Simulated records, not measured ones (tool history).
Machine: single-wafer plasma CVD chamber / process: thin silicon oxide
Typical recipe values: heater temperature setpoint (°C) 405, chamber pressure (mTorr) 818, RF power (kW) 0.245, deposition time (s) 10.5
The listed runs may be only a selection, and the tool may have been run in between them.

run    hour  heater temperature setpoint (°C)  chamber pressure (mTorr)  RF power (kW)  deposition time (s)  wafers since the last listed run  hours since the last thermocouple change  hours since the last RF generator calibration  hours since the last manometer calibration  hours since the showerhead was replaced  hours since the gauge calibration  read-back reference wafer on the same gauge, thickness_nm  mean film thickness on the monitor wafer (Å)
  1     0.0                               405                       818          0.210                 10.5                                 0                                      88.9                                         1101.4                                       479.8                                   2969.7                             1592.7                                                     14.805                                        153.54
       28.5  -- RF generator calibrated
  2   208.7                               395                       818          0.245                 10.5                              8242                                     297.6                                          180.2                                       688.5                                   3178.4                             1801.4                                                     14.796                                        161.77
  3   258.1                               395                       818          0.245                 10.5                              2028                                     347.0                                          229.6                                       737.9                                   3227.8                             1850.8                                                     14.801                                        161.89
  4   298.5                               395                       818          0.245                 10.5                              1659                                     387.4                                          270.0                                       778.3                                   3268.2                             1891.2                                                     14.787                                        161.99
  5   345.6                               405                       818          0.245                 10.5                              1934                                     434.5                                          317.1                                       825.4                                   3315.3                             1938.3                                                     14.804                                        160.89
  6   384.6                               405                       818          0.220                 10.5                              1601                                     473.5                                          356.1                                       864.4                                   3354.3                             1977.3                                                     14.809                                        155.31
  7   479.2                               405                       818          0.245                 10.5                              3885                                     568.1                                          450.7                                       959.0                                   3448.9                             2071.9                                                     14.801                                        160.41
  8   601.3                               405                       818          0.245                 10.5                              5014                                     690.2                                          572.8                                      1081.1                                   3571.0                             2194.0                                                     14.799                                        159.73
      667.1  -- capacitance manometer re-zeroed and calibrated
  9   678.4                               405                       818          0.245                 10.5                              2837                                     767.3                                          649.9                                        11.3                                   3648.1                             2271.1                                                     14.802                                        160.06
 10   756.3                               405                       818          0.245                 10.5                              3199                                     845.2                                          727.8                                        89.2                                   3726.0                             2349.0                                                     14.803                                        159.58
 11   815.2                               405                       818          0.285                 10.5                              2418                                     904.1                                          786.7                                       148.1                                   3784.9                             2407.9                                                     14.801                                        166.09
      861.2  -- thermocouple changed; heater temperature recalibrated
 12   871.5                               405                       818          0.225                 12.2                              1983                                      10.3                                          843.0                                       204.4                                   3841.2                             2464.2                                                     14.792                                        181.18
 13   961.6                               405                       818          0.210                 10.5                              3700                                     100.4                                          933.1                                       294.5                                   3931.3                             2554.3                                                     14.800                                        153.75
      984.6  -- RF generator calibrated
 14  1028.4                               405                       941          0.200                 12.4                              2414                                     167.2                                           43.8                                       361.3                                   3998.1                             2621.1                                                     14.800                                        204.41
     1067.7  -- showerhead replaced
 15  1114.1                               399                       818          0.245                 12.5                              3191                                     252.9                                          129.5                                       447.0                                     46.4                             2706.8                                                     14.784                                        193.78
 16  1161.3                               405                       818          0.210                 10.5                              1938                                     300.1                                          176.7                                       494.2                                     93.6                             2754.0                                                     14.803                                        155.04
     1189.7  -- gauge calibrated
 17  1264.7                               401                       818          0.245                 11.8                              4246                                     403.5                                          280.1                                       597.6                                    197.0                               75.0                                                     14.804                                        180.25
 18  1348.2                               405                       818          0.245                  9.2                              3429                                     487.0                                          363.6                                       681.1                                    280.5                              158.5                                                     14.801                                        140.66
 19  1414.6                               405                       818          0.245                 10.5                              2726                                     553.4                                          430.0                                       747.5                                    346.9                              224.9                                                     14.795                                        160.39
     1702.6  -- thermocouple changed; heater temperature recalibrated
 20  1705.5                               405                       818          0.245                 10.5                             11618                                       2.9                                          720.9                                      1038.4                                    637.8                              515.8                                                     14.806                                        159.46

Run 21, settings as shown, results not yet in. Your forecast:
     1807.4  -- capacitance manometer re-zeroed and calibrated
 21  1808.1                               405                       659          0.280                 12.2                              3885                                     105.5                                          823.5                                         0.7                                    740.4                              618.4                                                          ?                                             ?

{"run 21": {"read-back reference wafer on the same gauge, thickness_nm": 14.803, "mean film thickness on the monitor wafer (Å)": 156.41}}
On a tool with no hidden condition, and with the same random variation, this run would have come out at mean film thickness on the monitor wafer (Å) 159.20.

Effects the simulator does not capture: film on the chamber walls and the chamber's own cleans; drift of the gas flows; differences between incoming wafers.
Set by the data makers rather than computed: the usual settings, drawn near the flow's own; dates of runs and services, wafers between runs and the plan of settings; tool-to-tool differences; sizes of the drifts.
